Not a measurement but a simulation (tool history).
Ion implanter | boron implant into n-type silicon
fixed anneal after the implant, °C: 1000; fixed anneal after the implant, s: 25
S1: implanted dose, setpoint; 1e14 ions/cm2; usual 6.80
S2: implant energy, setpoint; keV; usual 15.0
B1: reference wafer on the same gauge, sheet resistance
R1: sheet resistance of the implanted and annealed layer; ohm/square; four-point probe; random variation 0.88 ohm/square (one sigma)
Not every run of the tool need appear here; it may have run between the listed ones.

run	day	S1	S2	B1	R1
1	0.000	5.24	15.0	192.96	230.02
2	2.196	6.80	15.0	193.02	182.25
3	4.896	6.80	15.0	193.24	182.90
4	10.000	6.80	15.0	193.04	180.84
5	11.912	6.80	15.0	192.87	179.96
6	13.992	6.80	15.0	193.12	180.50
7	15.450	6.80	15.0	192.87	180.00
8	17.492	6.80	15.0	192.99	178.95
9	19.954	6.80	15.0	192.71	178.57
10	21.600	6.80	15.0	193.07	178.32
# day 24.121: Faraday cup replaced and dose calibrated
11	24.462	6.80	15.0	192.69	181.10
12	26.442	6.80	15.0	192.98	183.08
13	28.071	6.80	15.0	193.06	183.10
14	29.508	6.80	15.0	192.94	182.59
15	31.008	6.80	15.0	193.25	182.35
# day 31.812: extraction supply calibrated
# day 32.725: gauge calibrated
16	33.479	6.10	15.0	193.25	199.68
17	35.175	6.10	15.0	193.30	200.34
18	37.208	6.10	15.0	193.28	201.60
19	38.675	6.80	15.0	193.32	181.49
20	41.671	6.80	15.0	192.84	179.89
21	43.379	7.86	11.5	193.05	165.81
22	45.304	5.21	15.0	193.06	229.39
23	48.212	6.80	15.0	192.92	180.34
24	51.067	6.80	15.0	193.27	181.17
25	52.288	6.80	15.0	193.09	180.44
26	54.412	6.80	16.5	193.22	178.92
27	56.492	7.99	13.5	192.72	159.41
28	58.958	8.44	10.0	192.85	159.82
29	61.612	5.20	15.0	193.17	223.45
30	63.479	6.80	12.5	192.82	182.00
31	65.279	8.11	16.5	193.00	153.67
32	66.600	5.06	19.0	192.85	224.23
33	68.846	7.33	15.0	192.86	166.35
34	69.975	6.80	15.0	193.16	179.13
35	71.662	6.80	15.0	193.07	179.04

What will run 36 give?
36	72.792	7.95	10.0	?	?

Run 36 produced B1 192.92, R1 164.78 ohm/square.
The same run, on a tool lacking any hidden state, would have yielded R1 170.17 ohm/square.
